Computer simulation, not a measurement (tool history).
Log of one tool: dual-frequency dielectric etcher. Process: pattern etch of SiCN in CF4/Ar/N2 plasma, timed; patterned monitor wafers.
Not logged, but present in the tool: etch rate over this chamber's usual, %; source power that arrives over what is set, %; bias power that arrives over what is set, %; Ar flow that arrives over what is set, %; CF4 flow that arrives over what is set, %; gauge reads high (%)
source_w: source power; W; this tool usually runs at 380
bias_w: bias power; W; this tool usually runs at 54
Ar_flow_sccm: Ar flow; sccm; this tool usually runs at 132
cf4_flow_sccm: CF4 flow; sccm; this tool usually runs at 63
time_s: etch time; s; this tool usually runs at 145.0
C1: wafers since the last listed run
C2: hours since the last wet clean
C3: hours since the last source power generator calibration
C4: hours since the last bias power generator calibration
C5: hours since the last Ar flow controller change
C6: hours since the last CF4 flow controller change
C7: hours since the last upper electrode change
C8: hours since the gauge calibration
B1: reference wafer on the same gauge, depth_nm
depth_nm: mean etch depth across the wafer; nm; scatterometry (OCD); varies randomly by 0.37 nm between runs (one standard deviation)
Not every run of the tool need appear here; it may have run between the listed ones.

Run 1, day 0.000: usual settings; C1 0; C2 452.8; C3 2351.6; C4 3531.5; C5 1517.1; C6 5180.5; C7 5060.5; C8 121.9; B1 97.9. Result: depth_nm 86.2 nm.
Run 2, day 0.254: usual settings; C1 52; C2 458.9; C3 2357.7; C4 3537.6; C5 1523.2; C6 5186.6; C7 5066.6; C8 128.0; B1 98.0. Result: depth_nm 86.7 nm.
Run 3, day 0.633: usual settings; C1 77; C2 468.0; C3 2366.8; C4 3546.7; C5 1532.3; C6 5195.7; C7 5075.7; C8 137.1; B1 98.0. Result: depth_nm 87.0 nm.
Run 4, day 1.188: usual settings; C1 113; C2 481.3; C3 2380.1; C4 3560.0; C5 1545.6; C6 5209.0; C7 5089.0; C8 150.4; B1 98.0. Result: depth_nm 86.6 nm.
Run 5, day 1.754: usual settings; C1 116; C2 494.9; C3 2393.7; C4 3573.6; C5 1559.2; C6 5222.6; C7 5102.6; C8 164.0; B1 97.8. Result: depth_nm 86.5 nm.
Run 6, day 2.500: usual settings; C1 153; C2 512.8; C3 2411.6; C4 3591.5; C5 1577.1; C6 5240.5; C7 5120.5; C8 181.9; B1 98.0. Result: depth_nm 86.5 nm.
At day 2.783: source power generator calibrated.
Run 7, day 2.962: usual settings but source_w 320 W, time_s 116.5 s; C1 60; C2 523.9; C3 4.3; C4 3602.6; C5 1588.2; C6 5251.6; C7 5131.6; C8 193.0; B1 98.2. Result: depth_nm 58.6 nm.
At day 3.071: gauge calibrated.
At day 3.412: Ar flow controller replaced.
Run 8, day 3.433: usual settings; C1 45; C2 535.2; C3 15.6; C4 3613.9; C5 0.5; C6 5262.9; C7 5142.9; C8 8.7; B1 98.1. Result: depth_nm 86.9 nm.
At day 4.492: wet clean of the chamber.
At day 4.842: upper electrode replaced.
At day 5.571: CF4 flow controller replaced.
Run 9, day 5.592: usual settings but Ar_flow_sccm 160 sccm, time_s 119.5 s; C1 114; C2 26.4; C3 67.4; C4 3665.7; C5 52.3; C6 0.5; C7 18.0; C8 60.5; B1 98.1. Result: depth_nm 68.4 nm.
Run 10, day 5.738: usual settings but source_w 300 W, bias_w 50 W, Ar_flow_sccm 145 sccm, cf4_flow_sccm 71 sccm; C1 29; C2 29.9; C3 70.9; C4 3669.2; C5 55.8; C6 4.0; C7 21.5; C8 64.0; B1 98.0. Result: depth_nm 66.8 nm.
Run 11, day 6.379: usual settings; C1 131; C2 45.3; C3 86.3; C4 3684.6; C5 71.2; C6 19.4; C7 36.9; C8 79.4; B1 98.0. Result: depth_nm 86.6 nm.
At day 6.942: bias power generator calibrated.
Run 12, day 6.962: usual settings but bias_w 62 W, Ar_flow_sccm 153 sccm, time_s 122.0 s; C1 85; C2 59.3; C3 100.3; C4 0.5; C5 85.2; C6 33.4; C7 50.9; C8 93.4; B1 97.9. Result: depth_nm 73.4 nm.
Run 13, day 7.500: usual settings but cf4_flow_sccm 52 sccm, time_s 176.0 s; C1 110; C2 72.2; C3 113.2; C4 13.4; C5 98.1; C6 46.3; C7 63.8; C8 106.3; B1 97.8. Result: depth_nm 101.9 nm.
Run 14, day 7.996: usual settings but Ar_flow_sccm 156 sccm, time_s 173.5 s; C1 101; C2 84.1; C3 125.1; C4 25.3; C5 110.0; C6 58.2; C7 75.7; C8 118.2; B1 98.1. Result: depth_nm 100.8 nm.
Run 15, day 8.517: usual settings but bias_w 67 W, Ar_flow_sccm 121 sccm, cf4_flow_sccm 56 sccm, time_s 119.0 s; C1 107; C2 96.6; C3 137.6; C4 37.8; C5 122.5; C6 70.7; C7 88.2; C8 130.7; B1 98.1. Result: depth_nm 75.2 nm.
Run 16, day 8.933: usual settings but bias_w 49 W, Ar_flow_sccm 161 sccm; C1 85; C2 106.6; C3 147.6; C4 47.8; C5 132.5; C6 80.7; C7 98.2; C8 140.7; B1 98.0. Result: depth_nm 80.7 nm.

What differs in the tool's unlogged condition from the final listed run ahead of each entry between runs to the first listed run following it?
After run 6, before run 7: source power generator calibrated (day 2.783)
  no difference in the tool's unlogged condition between these two runs
After run 7, before run 8: gauge calibrated (day 3.071); Ar flow controller replaced (day 3.412)
  no difference in the tool's unlogged condition between these two runs
After run 8, before run 9: wet clean of the chamber (day 4.492); upper electrode replaced (day 4.842); CF4 flow controller replaced (day 5.571)
  no difference in the tool's unlogged condition between these two runs
After run 11, before run 12: bias power generator calibrated (day 6.942)
  no difference in the tool's unlogged condition between these two runs

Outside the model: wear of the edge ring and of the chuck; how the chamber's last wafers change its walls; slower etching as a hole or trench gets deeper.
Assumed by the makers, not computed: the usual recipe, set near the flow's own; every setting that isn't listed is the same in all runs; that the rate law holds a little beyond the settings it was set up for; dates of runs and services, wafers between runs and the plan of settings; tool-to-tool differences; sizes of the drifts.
